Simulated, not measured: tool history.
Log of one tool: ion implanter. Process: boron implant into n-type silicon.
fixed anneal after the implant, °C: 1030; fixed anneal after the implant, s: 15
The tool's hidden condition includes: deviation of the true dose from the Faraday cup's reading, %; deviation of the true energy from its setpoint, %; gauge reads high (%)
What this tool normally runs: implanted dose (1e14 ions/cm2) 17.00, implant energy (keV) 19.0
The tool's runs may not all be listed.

run    hour  implanted dose (1e14 ions/cm2)  implant energy (keV)  wafers since the last listed run  hours since the last dose calibration  hours since the extraction supply was calibrated  hours since the gauge calibration  read-back reference wafer on the same gauge, sheet resistance  sheet resistance of the implanted and annealed layer (ohm/square)
  1     0.0                           17.00                  19.0                                 0                                  432.0                                            4293.0                             2203.9                                                          67.74                                                              75.00
  2    37.2                           17.00                  22.5                               376                                  469.2                                            4330.2                             2241.1                                                          67.57                                                              72.47
  3   108.8                           17.00                  19.0                               725                                  540.8                                            4401.8                             2312.7                                                          67.60                                                              74.38
  4   161.7                           17.00                  19.0                               536                                  593.7                                            4454.7                             2365.6                                                          67.54                                                              74.10
  5   195.0                           17.00                  19.0                               337                                  627.0                                            4488.0                             2398.9                                                          67.32                                                              74.04
  6   228.3                           17.00                  22.0                               337                                  660.3                                            4521.3                             2432.2                                                          67.34                                                              71.39
  7   253.4                           17.00                  22.0                               254                                  685.4                                            4546.4                             2457.3                                                          67.31                                                              71.99
  8   458.8                           17.00                  19.0                              2081                                  890.8                                            4751.8                             2662.7                                                          66.86                                                              74.03
  9   491.5                           17.00                  19.0                               331                                  923.5                                            4784.5                             2695.4                                                          66.80                                                              73.37
 10   558.4                           17.00                  19.0                               677                                  990.4                                            4851.4                             2762.3                                                          66.59                                                              73.22
      618.9  -- Faraday cup replaced and dose calibrated
 11   619.3                           17.00                  19.0                               536                                    0.4                                            4912.3                             2823.2                                                          66.41                                                              73.05
      623.0  -- gauge calibrated
 12   648.0                           17.00                  19.0                               290                                   29.1                                            4941.0                               25.0                                                          69.96                                                              77.08
 13   718.9                           17.00                  19.0                               718                                  100.0                                            5011.9                               95.9                                                          70.02                                                              77.54
 14   783.0                           17.00                  19.0                               649                                  164.1                                            5076.0                              160.0                                                          70.07                                                              76.44
 15   810.9                           17.00                  19.0                               282                                  192.0                                            5103.9                              187.9                                                          70.03                                                              77.09
 16   852.1                           17.00                  19.0                               417                                  233.2                                            5145.1                              229.1                                                          69.97                                                              76.54
      880.6  -- extraction supply calibrated
 17   924.0                           17.00                  19.0                               647                                  305.1                                              43.4                              301.0                                                          69.99                                                              76.58
 18   977.0                           12.32                  23.5                               537                                  358.1                                              96.4                              354.0                                                          69.95                                                              94.20
 19  1002.1                           17.00                  14.0                               254                                  383.2                                             121.5                              379.1                                                          70.02                                                              83.66
 20  1154.3                           17.00                  14.5                              1542                                  535.4                                             273.7                              531.3                                                          69.84                                                              82.36
 21  1201.6                           17.00                  22.0                               479                                  582.7                                             321.0                              578.6                                                          69.88                                                              74.96
 22  1230.2                           20.65                  19.0                               289                                  611.3                                             349.6                              607.2                                                          69.80                                                              68.20
 23  1295.5                           13.21                  14.5                               661                                  676.6                                             414.9                              672.5                                                          69.84                                                              95.91
 24  1365.4                           17.00                  19.0                               708                                  746.5                                             484.8                              742.4                                                          69.92                                                              76.70
 25  1397.5                           17.00                  19.0                               325                                  778.6                                             516.9                              774.5                                                          69.84                                                              76.99
 26  1441.4                           17.00                  19.0                               444                                  822.5                                             560.8                              818.4                                                          69.76                                                              76.01
 27  1503.4                           15.48                  21.0                               628                                  884.5                                             622.8                              880.4                                                          69.64                                                              79.76
 28  1557.3                           21.17                  19.0                               546                                  938.4                                             676.7                              934.3                                                          69.57                                                              67.59
 29  1618.3                           17.00                  14.5                               618                                  999.4                                             737.7                              995.3                                                          69.70                                                              81.44
 30  1664.9                           17.00                  19.0                               472                                 1046.0                                             784.3                             1041.9                                                          69.68                                                              75.74
 31  1698.3                           14.54                  16.0                               338                                 1079.4                                             817.7                             1075.3                                                          69.55                                                              87.49
 32  1769.6                           18.67                  14.5                               722                                 1150.7                                             889.0                             1146.6                                                          69.42                                                              77.64
 33  1812.2                           17.00                  21.5                               431                                 1193.3                                             931.6                             1189.2                                                          69.42                                                              73.89
 34  1872.8                           15.11                  16.5                               614                                 1253.9                                             992.2                             1249.8                                                          69.57                                                              84.90
     1895.7  -- Faraday cup replaced and dose calibrated
 35  1934.5                           17.00                  19.0                               544                                   38.8                                            1053.9                             1311.5                                                          69.37                                                              76.20
 36  1979.3                           17.00                  19.0                               454                                   83.6                                            1098.7                             1356.3                                                          69.30                                                              75.69
 37  2011.2                           21.70                  19.0                               323                                  115.5                                            1130.6                             1388.2                                                          69.27                                                              65.67
 38  2058.4                           13.25                  19.0                               478                                  162.7                                            1177.8                             1435.4                                                          69.16                                                              89.97

Results per run with the tool's hidden condition removed, run-to-run variation unchanged:
run  sheet resistance of the implanted and annealed layer (ohm/square)
  1                                                              77.50
  2                                                              74.95
  3                                                              77.08
  4                                                              76.90
  5                                                              76.91
  6                                                              74.23
  7                                                              74.90
  8                                                              77.50
  9                                                              76.89
 10                                                              76.89
 11                                                              76.88
 12                                                              77.05
 13                                                              77.50
 14                                                              76.42
 15                                                              77.08
 16                                                              76.52
 17                                                              76.58
 18                                                              94.23
 19                                                              83.69
 20                                                              82.46
 21                                                              75.07
 22                                                              68.32
 23                                                              96.12
 24                                                              76.90
 25                                                              77.21
 26                                                              76.27
 27                                                              80.08
 28                                                              67.90
 29                                                              81.86
 30                                                              76.17
 31                                                              88.03
 32                                                              78.19
 33                                                              74.45
 34                                                              85.62
 35                                                              76.91
 36                                                              76.45
 37                                                              66.36
 38                                                              90.98

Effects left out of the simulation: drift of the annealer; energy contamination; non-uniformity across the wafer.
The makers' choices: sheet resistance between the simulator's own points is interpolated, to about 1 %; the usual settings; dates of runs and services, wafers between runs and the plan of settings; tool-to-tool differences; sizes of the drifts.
